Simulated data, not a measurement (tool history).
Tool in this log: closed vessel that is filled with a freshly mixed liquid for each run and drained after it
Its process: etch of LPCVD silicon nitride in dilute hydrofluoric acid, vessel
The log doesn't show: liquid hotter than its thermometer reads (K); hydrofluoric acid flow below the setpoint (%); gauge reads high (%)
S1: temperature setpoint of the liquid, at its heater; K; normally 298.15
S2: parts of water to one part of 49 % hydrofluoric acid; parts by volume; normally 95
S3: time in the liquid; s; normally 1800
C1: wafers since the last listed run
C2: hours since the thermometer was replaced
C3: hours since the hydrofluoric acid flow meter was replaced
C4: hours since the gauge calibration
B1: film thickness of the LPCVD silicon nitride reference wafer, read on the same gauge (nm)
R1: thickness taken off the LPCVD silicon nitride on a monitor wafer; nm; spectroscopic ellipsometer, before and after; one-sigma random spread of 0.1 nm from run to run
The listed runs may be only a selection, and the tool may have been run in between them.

{"run": 1, "day": 0.0, "S1": 298.15, "S2": 95, "S3": 1800, "C1": 0, "C2": 963.8, "C3": 34.3, "C4": 349.3, "B1": 50.01, "R1": 11.39}
{"run": 2, "day": 1.45, "S1": 298.15, "S2": 80, "S3": 1365, "C1": 918, "C2": 998.6, "C3": 69.1, "C4": 384.1, "B1": 50.0, "R1": 10.11}
{"run": 3, "day": 2.567, "S1": 298.15, "S2": 80, "S3": 1365, "C1": 707, "C2": 1025.4, "C3": 95.9, "C4": 410.9, "B1": 50.0, "R1": 10.3}
{"run": 4, "day": 5.383, "S1": 298.15, "S2": 80, "S3": 1365, "C1": 1783, "C2": 1093.0, "C3": 163.5, "C4": 478.5, "B1": 50.01, "R1": 10.16}
{"run": 5, "day": 7.908, "S1": 298.15, "S2": 135, "S3": 1800, "C1": 1599, "C2": 1153.6, "C3": 224.1, "C4": 539.1, "B1": 50.04, "R1": 7.94}
{"run": 6, "day": 9.258, "S1": 298.15, "S2": 95, "S3": 1800, "C1": 854, "C2": 1186.0, "C3": 256.5, "C4": 571.5, "B1": 49.99, "R1": 10.99}
{"run": 7, "day": 11.246, "S1": 298.15, "S2": 95, "S3": 1800, "C1": 1258, "C2": 1233.7, "C3": 304.2, "C4": 619.2, "B1": 50.03, "R1": 10.88}
{"day": 12.65, "done": "gauge calibrated"}
{"run": 8, "day": 13.421, "S1": 298.15, "S2": 95, "S3": 1800, "C1": 1377, "C2": 1285.9, "C3": 356.4, "C4": 18.5, "B1": 49.99, "R1": 10.95}
{"run": 9, "day": 15.571, "S1": 294.15, "S2": 65, "S3": 1800, "C1": 1361, "C2": 1337.5, "C3": 408.0, "C4": 70.1, "B1": 50.02, "R1": 12.06}
{"day": 17.171, "done": "hydrofluoric acid flow meter replaced"}
{"run": 10, "day": 17.646, "S1": 294.15, "S2": 65, "S3": 1800, "C1": 1287, "C2": 1387.3, "C3": 11.4, "C4": 119.9, "B1": 50.0, "R1": 12.73}
{"run": 11, "day": 19.838, "S1": 298.15, "S2": 95, "S3": 1800, "C1": 1387, "C2": 1439.9, "C3": 64.0, "C4": 172.5, "B1": 49.98, "R1": 11.25}
{"run": 12, "day": 21.292, "S1": 298.15, "S2": 95, "S3": 1800, "C1": 920, "C2": 1474.8, "C3": 98.9, "C4": 207.4, "B1": 50.0, "R1": 11.39}
{"run": 13, "day": 22.958, "S1": 296.65, "S2": 95, "S3": 1800, "C1": 1055, "C2": 1514.8, "C3": 138.9, "C4": 247.4, "B1": 49.99, "R1": 10.08}
{"run": 14, "day": 23.967, "S1": 301.15, "S2": 135, "S3": 920, "C1": 638, "C2": 1539.0, "C3": 163.1, "C4": 271.6, "B1": 49.96, "R1": 4.83}
{"run": 15, "day": 26.367, "S1": 298.15, "S2": 95, "S3": 1800, "C1": 1519, "C2": 1596.6, "C3": 220.7, "C4": 329.2, "B1": 50.07, "R1": 11.12}
{"run": 16, "day": 28.125, "S1": 303.15, "S2": 125, "S3": 2450, "C1": 1113, "C2": 1638.8, "C3": 262.9, "C4": 371.4, "B1": 50.03, "R1": 15.89}
{"run": 17, "day": 30.592, "S1": 298.15, "S2": 115, "S3": 2755, "C1": 1562, "C2": 1698.0, "C3": 322.1, "C4": 430.6, "B1": 50.02, "R1": 13.88}
{"day": 32.088, "done": "hydrofluoric acid flow meter replaced"}
{"run": 18, "day": 32.992, "S1": 301.65, "S2": 95, "S3": 2635, "C1": 1493, "C2": 1755.6, "C3": 21.7, "C4": 488.2, "B1": 50.06, "R1": 20.41}
{"run": 19, "day": 34.162, "S1": 298.15, "S2": 125, "S3": 2770, "C1": 741, "C2": 1783.7, "C3": 49.8, "C4": 516.3, "B1": 49.97, "R1": 13.39}
{"run": 20, "day": 36.662, "S1": 298.15, "S2": 95, "S3": 1800, "C1": 1583, "C2": 1843.7, "C3": 109.8, "C4": 576.3, "B1": 50.03, "R1": 11.22}
{"day": 38.8, "done": "gauge calibrated"}
{"run": 21, "day": 39.088, "S1": 298.15, "S2": 95, "S3": 965, "C1": 1535, "C2": 1901.9, "C3": 168.0, "C4": 6.9, "B1": 49.99, "R1": 5.94}
{"run": 22, "day": 40.521, "S1": 301.15, "S2": 135, "S3": 1800, "C1": 907, "C2": 1936.3, "C3": 202.4, "C4": 41.3, "B1": 50.01, "R1": 9.36}
{"run": 23, "day": 41.821, "S1": 293.65, "S2": 125, "S3": 2200, "C1": 823, "C2": 1967.5, "C3": 233.6, "C4": 72.5, "B1": 50.03, "R1": 7.65}
{"run": 24, "day": 43.238, "S1": 298.15, "S2": 45, "S3": 1800, "C1": 897, "C2": 2001.5, "C3": 267.6, "C4": 106.5, "B1": 50.01, "R1": 22.55}
{"day": 43.829, "done": "thermometer replaced"}
{"run": 25, "day": 45.242, "S1": 302.65, "S2": 95, "S3": 2455, "C1": 1242, "C2": 33.9, "C3": 315.7, "C4": 154.6, "B1": 50.01, "R1": 20.02}
{"day": 48.079, "done": "hydrofluoric acid flow meter replaced"}
{"run": 26, "day": 54.171, "S1": 298.15, "S2": 95, "S3": 1800, "C1": 5628, "C2": 248.2, "C3": 146.2, "C4": 368.9, "B1": 49.98, "R1": 11.12}
{"run": 27, "day": 56.421, "S1": 296.15, "S2": 80, "S3": 2330, "C1": 1424, "C2": 302.2, "C3": 200.2, "C4": 422.9, "B1": 49.97, "R1": 14.79}

Each run again, without the hidden state but with its own random variation kept:
run=1 R1=11.47
run=2 R1=10.22
run=3 R1=10.45
run=4 R1=10.39
run=5 R1=8.18
run=6 R1=11.36
run=7 R1=11.31
run=8 R1=11.45
run=9 R1=12.68
run=10 R1=12.76
run=11 R1=11.35
run=12 R1=11.53
run=13 R1=10.25
run=14 R1=4.93
run=15 R1=11.42
run=16 R1=16.41
run=17 R1=14.43
run=18 R1=20.55
run=19 R1=13.52
run=20 R1=11.41
run=21 R1=6.08
run=22 R1=9.62
run=23 R1=7.89
run=24 R1=23.35
run=25 R1=20.86
run=26 R1=11.32
run=27 R1=15.15

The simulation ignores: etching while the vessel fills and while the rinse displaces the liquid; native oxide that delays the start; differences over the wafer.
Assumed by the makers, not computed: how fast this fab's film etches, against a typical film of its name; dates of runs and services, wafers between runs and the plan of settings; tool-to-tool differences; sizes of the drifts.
